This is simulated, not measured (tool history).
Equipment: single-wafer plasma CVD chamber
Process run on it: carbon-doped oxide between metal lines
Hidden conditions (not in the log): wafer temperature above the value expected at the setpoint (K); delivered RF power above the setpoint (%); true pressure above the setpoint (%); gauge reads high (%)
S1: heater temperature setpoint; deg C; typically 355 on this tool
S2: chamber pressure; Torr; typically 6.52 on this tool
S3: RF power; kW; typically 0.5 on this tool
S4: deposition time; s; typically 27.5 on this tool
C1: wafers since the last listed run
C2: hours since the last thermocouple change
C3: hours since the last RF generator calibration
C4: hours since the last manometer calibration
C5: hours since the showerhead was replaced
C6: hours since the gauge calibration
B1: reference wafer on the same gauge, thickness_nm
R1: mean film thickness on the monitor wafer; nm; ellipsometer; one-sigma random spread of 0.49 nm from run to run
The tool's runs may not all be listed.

| run | day | S1 | S2 | S3 | S4 | C1 | C2 | C3 | C4 | C5 | C6 | B1 | R1 |
|---|---|---|---|---|---|---|---|---|---|---|---|---|---|
| 1 | 0 | 355 | 6.52 | 0.5 | 27.5 | 0 | 1922.3 | 660.9 | 1729.6 | 5083 | 128.1 | 172.902 | 145.15 |
|  | 0.612 | gauge calibrated |
| 2 | 0.733 | 355 | 6.52 | 0.5 | 27.5 | 318 | 1939.9 | 678.5 | 1747.2 | 5100.6 | 2.9 | 172.952 | 145.175 |
| 3 | 1.092 | 355 | 6.52 | 0.5 | 27.5 | 155 | 1948.5 | 687.1 | 1755.8 | 5109.2 | 11.5 | 173.104 | 145.305 |
| 4 | 1.358 | 355 | 6.06 | 0.5 | 27.5 | 115 | 1954.9 | 693.5 | 1762.2 | 5115.6 | 17.9 | 173.002 | 144.535 |
| 5 | 1.808 | 355 | 6.06 | 0.5 | 27.5 | 195 | 1965.7 | 704.3 | 1773 | 5126.4 | 28.7 | 173.127 | 145.148 |
| 6 | 2.542 | 355 | 6.06 | 0.5 | 27.5 | 318 | 1983.3 | 721.9 | 1790.6 | 5144 | 46.3 | 172.84 | 143.947 |
|  | 3.167 | showerhead replaced |
|  | 3.429 | thermocouple changed; heater temperature recalibrated |
|  | 3.483 | capacitance manometer re-zeroed and calibrated |
|  | 3.554 | RF generator calibrated |
| 7 | 3.575 | 355 | 6.52 | 0.5 | 27.5 | 136 | 3.5 | 0.5 | 2.2 | 9.8 | 71.1 | 172.988 | 145.006 |
| 8 | 3.588 | 355 | 6.52 | 0.5 | 27.5 | 5 | 3.8 | 0.8 | 2.5 | 10.1 | 71.4 | 172.86 | 145.407 |
| 9 | 3.6 | 355 | 6.52 | 0.5 | 27.5 | 5 | 4.1 | 1.1 | 2.8 | 10.4 | 71.7 | 173.074 | 145.095 |
| 10 | 4.196 | 355 | 7.42 | 0.5 | 27.5 | 258 | 18.4 | 15.4 | 17.1 | 24.7 | 86 | 173.063 | 147.758 |
| 11 | 4.792 | 355 | 6.52 | 0.5 | 27.5 | 258 | 32.7 | 29.7 | 31.4 | 39 | 100.3 | 173.038 | 145.816 |
| 12 | 5.204 | 355 | 6.52 | 0.5 | 27.5 | 179 | 42.6 | 39.6 | 41.3 | 48.9 | 110.2 | 173.073 | 145.497 |
|  | 5.421 | gauge calibrated |
| 13 | 5.729 | 355 | 7.51 | 0.5 | 24 | 228 | 55.2 | 52.2 | 53.9 | 61.5 | 7.4 | 172.823 | 128.744 |
| 14 | 6.233 | 355 | 7.96 | 0.5 | 27.5 | 218 | 67.3 | 64.3 | 66 | 73.6 | 19.5 | 172.994 | 148.367 |
| 15 | 6.692 | 355 | 6.52 | 0.57 | 29.9 | 199 | 78.3 | 75.3 | 77 | 84.6 | 30.5 | 173.058 | 170.037 |
| 16 | 7.433 | 343 | 6.52 | 0.5 | 27.5 | 322 | 96.1 | 93.1 | 94.8 | 102.4 | 48.3 | 172.851 | 150.302 |

Below are 3 alternative next runs, each starting from the tool's condition after run 16. Predict each:
| A | 7.45 | 355 | 6.52 | 0.5 | 31 | 7 | 96.5 | 93.5 | 95.2 | 102.8 | 48.7 | ? | ? |
| B | 7.45 | 340 | 7.49 | 0.58 | 28.9 | 7 | 96.5 | 93.5 | 95.2 | 102.8 | 48.7 | ? | ? |
| C | 7.45 | 355 | 7.45 | 0.5 | 27.5 | 7 | 96.5 | 93.5 | 95.2 | 102.8 | 48.7 | ? | ? |

| run | B1 | R1 |
|---|---|---|
| A | 172.925 | 162.869 |
| B | 172.925 | 174.241 |
| C | 172.925 | 146.429 |
With no hidden state in the tool, these same runs would have given:
| run | R1 |
|---|---|
| A | 162.869 |
| B | 174.241 |
| C | 146.429 |
